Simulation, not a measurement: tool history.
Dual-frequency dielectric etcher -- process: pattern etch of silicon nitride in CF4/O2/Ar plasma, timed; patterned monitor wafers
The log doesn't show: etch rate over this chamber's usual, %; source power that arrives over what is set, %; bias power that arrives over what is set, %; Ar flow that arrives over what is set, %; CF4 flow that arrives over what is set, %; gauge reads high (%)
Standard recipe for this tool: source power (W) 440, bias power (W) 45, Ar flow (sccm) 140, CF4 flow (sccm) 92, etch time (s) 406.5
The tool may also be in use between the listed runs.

| run | hour | source power (W) | bias power (W) | Ar flow (sccm) | CF4 flow (sccm) | etch time (s) | wafers since the last listed run | hours since the last wet clean | hours since the last source power generator calibration | hours since the last bias power generator calibration | hours since the last Ar flow controller change | hours since the last CF4 flow controller change | hours since the last upper electrode change | hours since the gauge calibration | read-back reference wafer on the same gauge, depth_nm | mean etch depth across the wafer (Å) |
|---|---|---|---|---|---|---|---|---|---|---|---|---|---|---|---|---|
| 1 | 0.0 | 440 | 45 | 140 | 92 | 406.5 | 0 | 479.9 | 2736.5 | 1557.4 | 4623.3 | 5104.2 | 3748.1 | 761.5 | 651.8 | 6479 |
|  | 31.4 | Ar flow controller replaced |
| 2 | 31.9 | 440 | 45 | 140 | 92 | 406.5 | 147 | 511.8 | 2768.4 | 1589.3 | 0.5 | 5136.1 | 3780.0 | 793.4 | 652.3 | 6460 |
|  | 45.8 | CF4 flow controller replaced |
|  | 53.0 | bias power generator calibrated |
| 3 | 53.5 | 400 | 35 | 140 | 103 | 485.5 | 65 | 533.4 | 2790.0 | 0.5 | 22.1 | 7.7 | 3801.6 | 815.0 | 652.0 | 6215 |
| 4 | 66.2 | 440 | 55 | 140 | 92 | 406.5 | 72 | 546.1 | 2802.7 | 13.2 | 34.8 | 20.4 | 3814.3 | 827.7 | 652.0 | 7114 |
|  | 111.6 | wet clean of the chamber |
|  | 121.0 | upper electrode replaced |
| 5 | 121.5 | 440 | 42 | 169 | 92 | 335.0 | 124 | 9.9 | 2858.0 | 68.5 | 90.1 | 75.7 | 0.5 | 883.0 | 652.4 | 5093 |
| 6 | 129.8 | 440 | 45 | 140 | 92 | 406.5 | 47 | 18.2 | 2866.3 | 76.8 | 98.4 | 84.0 | 8.8 | 891.3 | 651.4 | 6582 |
| 7 | 144.0 | 510 | 49 | 140 | 92 | 406.5 | 80 | 32.4 | 2880.5 | 91.0 | 112.6 | 98.2 | 23.0 | 905.5 | 651.8 | 8021 |
| 8 | 157.9 | 520 | 45 | 140 | 69 | 406.5 | 79 | 46.3 | 2894.4 | 104.9 | 126.5 | 112.1 | 36.9 | 919.4 | 651.4 | 7549 |
| 9 | 193.7 | 400 | 45 | 109 | 112 | 510.5 | 203 | 82.1 | 2930.2 | 140.7 | 162.3 | 147.9 | 72.7 | 955.2 | 651.3 | 7977 |
|  | 211.5 | source power generator calibrated |
| 10 | 212.0 | 440 | 45 | 140 | 92 | 406.5 | 81 | 100.4 | 0.5 | 159.0 | 180.6 | 166.2 | 91.0 | 973.5 | 651.9 | 6550 |
| 11 | 245.3 | 470 | 45 | 140 | 92 | 463.5 | 189 | 133.7 | 33.8 | 192.3 | 213.9 | 199.5 | 124.3 | 1006.8 | 652.1 | 7991 |
| 12 | 280.8 | 440 | 45 | 140 | 92 | 406.5 | 201 | 169.2 | 69.3 | 227.8 | 249.4 | 235.0 | 159.8 | 1042.3 | 651.8 | 6554 |
|  | 294.1 | gauge calibrated |
| 13 | 297.5 | 510 | 45 | 140 | 92 | 406.5 | 94 | 185.9 | 86.0 | 244.5 | 266.1 | 251.7 | 176.5 | 3.4 | 651.2 | 7613 |
| 14 | 320.8 | 470 | 45 | 140 | 92 | 463.5 | 132 | 209.2 | 109.3 | 267.8 | 289.4 | 275.0 | 199.8 | 26.7 | 651.8 | 7996 |
| 15 | 343.8 | 440 | 45 | 171 | 92 | 406.5 | 130 | 232.2 | 132.3 | 290.8 | 312.4 | 298.0 | 222.8 | 49.7 | 651.4 | 6308 |
| 16 | 372.9 | 440 | 55 | 140 | 92 | 406.5 | 165 | 261.3 | 161.4 | 319.9 | 341.5 | 327.1 | 251.9 | 78.8 | 651.4 | 7268 |
| 17 | 393.6 | 400 | 37 | 140 | 92 | 310.5 | 117 | 282.0 | 182.1 | 340.6 | 362.2 | 347.8 | 272.6 | 99.5 | 652.0 | 4082 |
| 18 | 411.8 | 440 | 45 | 140 | 92 | 406.5 | 103 | 300.2 | 200.3 | 358.8 | 380.4 | 366.0 | 290.8 | 117.7 | 651.7 | 6516 |
| 19 | 437.0 | 350 | 49 | 140 | 92 | 406.5 | 143 | 325.4 | 225.5 | 384.0 | 405.6 | 391.2 | 316.0 | 142.9 | 652.5 | 5317 |
| 20 | 461.0 | 350 | 50 | 173 | 92 | 310.0 | 136 | 349.4 | 249.5 | 408.0 | 429.6 | 415.2 | 340.0 | 166.9 | 651.8 | 3949 |
| 21 | 536.0 | 440 | 45 | 140 | 80 | 406.5 | 426 | 424.4 | 324.5 | 483.0 | 504.6 | 490.2 | 415.0 | 241.9 | 652.1 | 6395 |

Give the tool's hidden conditions for every run:
source power that arrives over what is set, %: 0 in every run
bias power that arrives over what is set, %: 0 in every run
Ar flow that arrives over what is set, %: 0 in every run
CF4 flow that arrives over what is set, %: 0 in every run
gauge reads high (%): 0 in every run
H1: etch rate over this chamber's usual, %
| run | H1 |
|---|---|
| 1 | -1.46 |
| 2 | -1.55 |
| 3 | -1.62 |
| 4 | -1.66 |
| 5 | 0.11 |
| 6 | 0.0849 |
| 7 | 0.0418 |
| 8 | -0.000406 |
| 9 | -0.109 |
| 10 | -0.165 |
| 11 | -0.266 |
| 12 | -0.373 |
| 13 | -0.424 |
| 14 | -0.495 |
| 15 | -0.565 |
| 16 | -0.653 |
| 17 | -0.716 |
| 18 | -0.771 |
| 19 | -0.848 |
| 20 | -0.92 |
| 21 | -1.15 |

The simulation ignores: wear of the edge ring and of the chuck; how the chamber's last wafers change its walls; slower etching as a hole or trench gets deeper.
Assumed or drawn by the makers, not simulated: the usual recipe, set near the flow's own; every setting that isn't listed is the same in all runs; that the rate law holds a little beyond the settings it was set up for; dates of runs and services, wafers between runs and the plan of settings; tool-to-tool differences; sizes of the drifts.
